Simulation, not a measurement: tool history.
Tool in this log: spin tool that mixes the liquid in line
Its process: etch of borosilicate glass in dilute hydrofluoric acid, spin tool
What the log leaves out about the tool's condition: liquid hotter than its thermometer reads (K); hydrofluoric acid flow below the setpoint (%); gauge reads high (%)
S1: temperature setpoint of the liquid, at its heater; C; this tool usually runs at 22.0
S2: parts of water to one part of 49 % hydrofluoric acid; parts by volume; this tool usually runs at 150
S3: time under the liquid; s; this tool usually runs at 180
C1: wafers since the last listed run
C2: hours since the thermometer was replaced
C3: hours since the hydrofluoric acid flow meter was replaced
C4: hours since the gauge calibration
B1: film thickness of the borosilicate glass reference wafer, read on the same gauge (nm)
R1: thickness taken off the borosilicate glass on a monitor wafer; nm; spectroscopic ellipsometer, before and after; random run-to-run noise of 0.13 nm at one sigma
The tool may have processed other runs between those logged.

{"run": 1, "hour": 0.0, "S1": 22.0, "S2": 150, "S3": 180, "C1": 0, "C2": 793.3, "C3": 409.6, "C4": 360.3, "B1": 130.0, "R1": 27.88}
{"run": 2, "hour": 22.0, "S1": 22.0, "S2": 150, "S3": 180, "C1": 155, "C2": 815.3, "C3": 431.6, "C4": 382.3, "B1": 129.97, "R1": 27.69}
{"run": 3, "hour": 39.2, "S1": 22.0, "S2": 150, "S3": 180, "C1": 121, "C2": 832.5, "C3": 448.8, "C4": 399.5, "B1": 130.03, "R1": 27.76}
{"run": 4, "hour": 55.4, "S1": 23.0, "S2": 165, "S3": 180, "C1": 114, "C2": 848.7, "C3": 465.0, "C4": 415.7, "B1": 130.01, "R1": 25.85}
{"hour": 63.6, "done": "thermometer replaced"}
{"run": 5, "hour": 67.4, "S1": 23.0, "S2": 165, "S3": 180, "C1": 77, "C2": 3.8, "C3": 477.0, "C4": 427.7, "B1": 130.01, "R1": 25.98}
{"run": 6, "hour": 120.4, "S1": 19.0, "S2": 150, "S3": 180, "C1": 375, "C2": 56.8, "C3": 530.0, "C4": 480.7, "B1": 130.02, "R1": 24.74}
{"run": 7, "hour": 147.5, "S1": 19.0, "S2": 150, "S3": 180, "C1": 191, "C2": 83.9, "C3": 557.1, "C4": 507.8, "B1": 129.98, "R1": 24.81}
{"run": 8, "hour": 180.5, "S1": 19.0, "S2": 150, "S3": 180, "C1": 233, "C2": 116.9, "C3": 590.1, "C4": 540.8, "B1": 130.04, "R1": 24.57}
{"run": 9, "hour": 201.8, "S1": 22.0, "S2": 150, "S3": 180, "C1": 150, "C2": 138.2, "C3": 611.4, "C4": 562.1, "B1": 129.97, "R1": 27.81}
{"run": 10, "hour": 214.7, "S1": 22.0, "S2": 150, "S3": 180, "C1": 91, "C2": 151.1, "C3": 624.3, "C4": 575.0, "B1": 129.99, "R1": 27.79}
{"run": 11, "hour": 231.8, "S1": 22.0, "S2": 150, "S3": 180, "C1": 121, "C2": 168.2, "C3": 641.4, "C4": 592.1, "B1": 129.96, "R1": 28.06}
{"run": 12, "hour": 249.7, "S1": 22.0, "S2": 150, "S3": 180, "C1": 126, "C2": 186.1, "C3": 659.3, "C4": 610.0, "B1": 130.0, "R1": 27.83}
{"run": 13, "hour": 265.6, "S1": 22.0, "S2": 200, "S3": 80, "C1": 112, "C2": 202.0, "C3": 675.2, "C4": 625.9, "B1": 130.02, "R1": 8.82}
{"run": 14, "hour": 295.3, "S1": 19.0, "S2": 150, "S3": 180, "C1": 210, "C2": 231.7, "C3": 704.9, "C4": 655.6, "B1": 130.02, "R1": 24.63}
{"run": 15, "hour": 317.9, "S1": 22.0, "S2": 75, "S3": 125, "C1": 160, "C2": 254.3, "C3": 727.5, "C4": 678.2, "B1": 130.05, "R1": 41.91}
{"run": 16, "hour": 338.2, "S1": 22.0, "S2": 150, "S3": 180, "C1": 143, "C2": 274.6, "C3": 747.8, "C4": 698.5, "B1": 130.01, "R1": 27.66}
{"run": 17, "hour": 371.5, "S1": 22.0, "S2": 190, "S3": 225, "C1": 235, "C2": 307.9, "C3": 781.1, "C4": 731.8, "B1": 129.98, "R1": 26.39}
{"run": 18, "hour": 407.4, "S1": 19.5, "S2": 180, "S3": 125, "C1": 254, "C2": 343.8, "C3": 817.0, "C4": 767.7, "B1": 130.02, "R1": 14.18}
{"run": 19, "hour": 433.9, "S1": 22.0, "S2": 195, "S3": 230, "C1": 187, "C2": 370.3, "C3": 843.5, "C4": 794.2, "B1": 130.05, "R1": 25.99}
{"run": 20, "hour": 459.5, "S1": 22.0, "S2": 95, "S3": 180, "C1": 181, "C2": 395.9, "C3": 869.1, "C4": 819.8, "B1": 130.02, "R1": 47.15}
{"hour": 479.0, "done": "gauge calibrated"}
{"run": 21, "hour": 485.8, "S1": 22.0, "S2": 150, "S3": 180, "C1": 186, "C2": 422.2, "C3": 895.4, "C4": 6.8, "B1": 129.95, "R1": 27.81}
{"run": 22, "hour": 507.1, "S1": 22.0, "S2": 130, "S3": 275, "C1": 150, "C2": 443.5, "C3": 916.7, "C4": 28.1, "B1": 130.01, "R1": 49.76}
{"hour": 523.3, "done": "hydrofluoric acid flow meter replaced"}
{"run": 23, "hour": 523.8, "S1": 22.0, "S2": 185, "S3": 180, "C1": 111, "C2": 460.2, "C3": 0.5, "C4": 44.8, "B1": 129.99, "R1": 21.75}
{"run": 24, "hour": 547.2, "S1": 22.0, "S2": 150, "S3": 180, "C1": 165, "C2": 483.6, "C3": 23.9, "C4": 68.2, "B1": 130.01, "R1": 27.85}
{"run": 25, "hour": 565.7, "S1": 22.0, "S2": 150, "S3": 270, "C1": 131, "C2": 502.1, "C3": 42.4, "C4": 86.7, "B1": 130.01, "R1": 41.71}
{"run": 26, "hour": 601.6, "S1": 22.0, "S2": 120, "S3": 180, "C1": 254, "C2": 538.0, "C3": 78.3, "C4": 122.6, "B1": 130.0, "R1": 35.94}
{"run": 27, "hour": 618.7, "S1": 17.5, "S2": 95, "S3": 180, "C1": 121, "C2": 555.1, "C3": 95.4, "C4": 139.7, "B1": 130.01, "R1": 39.0}
{"run": 28, "hour": 641.7, "S1": 22.0, "S2": 150, "S3": 245, "C1": 162, "C2": 578.1, "C3": 118.4, "C4": 162.7, "B1": 129.99, "R1": 37.7}
{"run": 29, "hour": 656.8, "S1": 22.0, "S2": 150, "S3": 270, "C1": 106, "C2": 593.2, "C3": 133.5, "C4": 177.8, "B1": 130.0, "R1": 41.67}
{"run": 30, "hour": 682.2, "S1": 22.0, "S2": 225, "S3": 180, "C1": 179, "C2": 618.6, "C3": 158.9, "C4": 203.2, "B1": 130.01, "R1": 17.16}
{"run": 31, "hour": 708.6, "S1": 22.0, "S2": 110, "S3": 120, "C1": 186, "C2": 645.0, "C3": 185.3, "C4": 229.6, "B1": 129.98, "R1": 26.52}
{"run": 32, "hour": 725.1, "S1": 24.5, "S2": 125, "S3": 130, "C1": 116, "C2": 661.5, "C3": 201.8, "C4": 246.1, "B1": 130.04, "R1": 27.51}
{"run": 33, "hour": 747.2, "S1": 17.5, "S2": 215, "S3": 180, "C1": 156, "C2": 683.6, "C3": 223.9, "C4": 268.2, "B1": 130.01, "R1": 15.37}
{"run": 34, "hour": 781.8, "S1": 22.0, "S2": 175, "S3": 80, "C1": 245, "C2": 718.2, "C3": 258.5, "C4": 302.8, "B1": 129.99, "R1": 10.32}

Run-by-run hidden state of the tool:
liquid hotter than its thermometer reads (K): 0 across all the runs
hydrofluoric acid flow below the setpoint (%): 0 across all the runs
gauge reads high (%): 0 across all the runs
